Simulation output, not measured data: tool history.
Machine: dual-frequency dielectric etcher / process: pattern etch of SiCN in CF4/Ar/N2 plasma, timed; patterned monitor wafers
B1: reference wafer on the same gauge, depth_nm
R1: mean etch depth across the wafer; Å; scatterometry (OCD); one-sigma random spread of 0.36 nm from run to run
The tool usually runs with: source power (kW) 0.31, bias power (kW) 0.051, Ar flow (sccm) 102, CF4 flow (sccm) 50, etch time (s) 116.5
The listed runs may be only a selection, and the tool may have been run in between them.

run 1 day=0 | source_power_(kW)=0.31 bias_power_(kW)=0.051 Ar_flow_(sccm)=102 CF4_flow_(sccm)=50 etch_time_(s)=116.5 | B1=67 | R1=560
run 2 day=1.271 | source_power_(kW)=0.35 bias_power_(kW)=0.046 Ar_flow_(sccm)=102 CF4_flow_(sccm)=50 etch_time_(s)=116.5 | B1=67.1 | R1=597
run 3 day=3.188 | source_power_(kW)=0.31 bias_power_(kW)=0.051 Ar_flow_(sccm)=102 CF4_flow_(sccm)=50 etch_time_(s)=116.5 | B1=67.1 | R1=555
-- day=5.104 bias power generator calibrated
run 4 day=5.733 | source_power_(kW)=0.26 bias_power_(kW)=0.051 Ar_flow_(sccm)=89 CF4_flow_(sccm)=45 etch_time_(s)=116.5 | B1=67.1 | R1=480
-- day=6.933 source power generator calibrated
run 5 day=7.062 | source_power_(kW)=0.31 bias_power_(kW)=0.045 Ar_flow_(sccm)=91 CF4_flow_(sccm)=50 etch_time_(s)=116.5 | B1=67.1 | R1=543
run 6 day=8.117 | source_power_(kW)=0.31 bias_power_(kW)=0.051 Ar_flow_(sccm)=102 CF4_flow_(sccm)=50 etch_time_(s)=116.5 | B1=67.2 | R1=535
-- day=11.275 CF4 flow controller replaced
run 7 day=11.296 | source_power_(kW)=0.31 bias_power_(kW)=0.055 Ar_flow_(sccm)=102 CF4_flow_(sccm)=60 etch_time_(s)=116.5 | B1=67.1 | R1=566
run 8 day=12.979 | source_power_(kW)=0.31 bias_power_(kW)=0.059 Ar_flow_(sccm)=102 CF4_flow_(sccm)=50 etch_time_(s)=136.5 | B1=67 | R1=656
-- day=15.254 wet clean of the chamber
run 9 day=15.517 | source_power_(kW)=0.31 bias_power_(kW)=0.051 Ar_flow_(sccm)=102 CF4_flow_(sccm)=50 etch_time_(s)=116.5 | B1=67.1 | R1=537
run 10 day=18.388 | source_power_(kW)=0.31 bias_power_(kW)=0.051 Ar_flow_(sccm)=102 CF4_flow_(sccm)=50 etch_time_(s)=116.5 | B1=67.2 | R1=539
run 11 day=19.788 | source_power_(kW)=0.31 bias_power_(kW)=0.051 Ar_flow_(sccm)=102 CF4_flow_(sccm)=50 etch_time_(s)=116.5 | B1=67 | R1=539
-- day=21.054 Ar flow controller replaced
-- day=21.375 upper electrode replaced
run 12 day=22.667 | source_power_(kW)=0.31 bias_power_(kW)=0.042 Ar_flow_(sccm)=118 CF4_flow_(sccm)=50 etch_time_(s)=135.5 | B1=67.1 | R1=573
-- day=24.35 source power generator calibrated, repeated, since the last time left the tool worse
run 13 day=25.175 | source_power_(kW)=0.31 bias_power_(kW)=0.051 Ar_flow_(sccm)=102 CF4_flow_(sccm)=40 etch_time_(s)=116.5 | B1=67 | R1=552
run 14 day=27.038 | source_power_(kW)=0.31 bias_power_(kW)=0.054 Ar_flow_(sccm)=102 CF4_flow_(sccm)=50 etch_time_(s)=143.5 | B1=67.2 | R1=706
run 15 day=28.342 | source_power_(kW)=0.31 bias_power_(kW)=0.051 Ar_flow_(sccm)=122 CF4_flow_(sccm)=50 etch_time_(s)=116.5 | B1=67.1 | R1=547
run 16 day=29.508 | source_power_(kW)=0.31 bias_power_(kW)=0.051 Ar_flow_(sccm)=102 CF4_flow_(sccm)=50 etch_time_(s)=116.5 | B1=67 | R1=569
-- day=30.667 wet clean of the chamber
run 17 day=30.7 | source_power_(kW)=0.31 bias_power_(kW)=0.041 Ar_flow_(sccm)=93 CF4_flow_(sccm)=50 etch_time_(s)=138.5 | B1=67.2 | R1=647
run 18 day=31.888 | source_power_(kW)=0.24 bias_power_(kW)=0.041 Ar_flow_(sccm)=102 CF4_flow_(sccm)=44 etch_time_(s)=116.5 | B1=67 | R1=421
run 19 day=34.408 | source_power_(kW)=0.39 bias_power_(kW)=0.059 Ar_flow_(sccm)=102 CF4_flow_(sccm)=55 etch_time_(s)=89.5 | B1=67 | R1=564
run 20 day=35.942 | source_power_(kW)=0.26 bias_power_(kW)=0.051 Ar_flow_(sccm)=102 CF4_flow_(sccm)=50 etch_time_(s)=116.5 | B1=67.1 | R1=486
-- day=37.954 gauge calibrated
run 21 day=41.333 | source_power_(kW)=0.31 bias_power_(kW)=0.051 Ar_flow_(sccm)=102 CF4_flow_(sccm)=50 etch_time_(s)=116.5 | B1=66.9 | R1=558
run 22 day=43.729 | source_power_(kW)=0.38 bias_power_(kW)=0.057 Ar_flow_(sccm)=85 CF4_flow_(sccm)=59 etch_time_(s)=116.5 | B1=67.1 | R1=745

Below, each run's measurement less what the same run would have read without the hidden state. Both values contain the same run-to-run variation, but the gauge's scatter may not be the same in both:
Hidden state present: etch rate over this chamber's usual, %; source power that arrives over what is set, %; bias power that arrives over what is set, %; Ar flow that arrives over what is set, %; CF4 flow that arrives over what is set, %; gauge reads high (%).
run=1 R1=-16
run=2 R1=-17
run=3 R1=-16
run=4 R1=-14
run=5 R1=-27
run=6 R1=-27
run=7 R1=-30
run=8 R1=-36
run=9 R1=-30
run=10 R1=-31
run=11 R1=-32
run=12 R1=-34
run=13 R1=+0
run=14 R1=-1
run=15 R1=-1
run=16 R1=-2
run=17 R1=-2
run=18 R1=-2
run=19 R1=-4
run=20 R1=-4
run=21 R1=-5
run=22 R1=-8

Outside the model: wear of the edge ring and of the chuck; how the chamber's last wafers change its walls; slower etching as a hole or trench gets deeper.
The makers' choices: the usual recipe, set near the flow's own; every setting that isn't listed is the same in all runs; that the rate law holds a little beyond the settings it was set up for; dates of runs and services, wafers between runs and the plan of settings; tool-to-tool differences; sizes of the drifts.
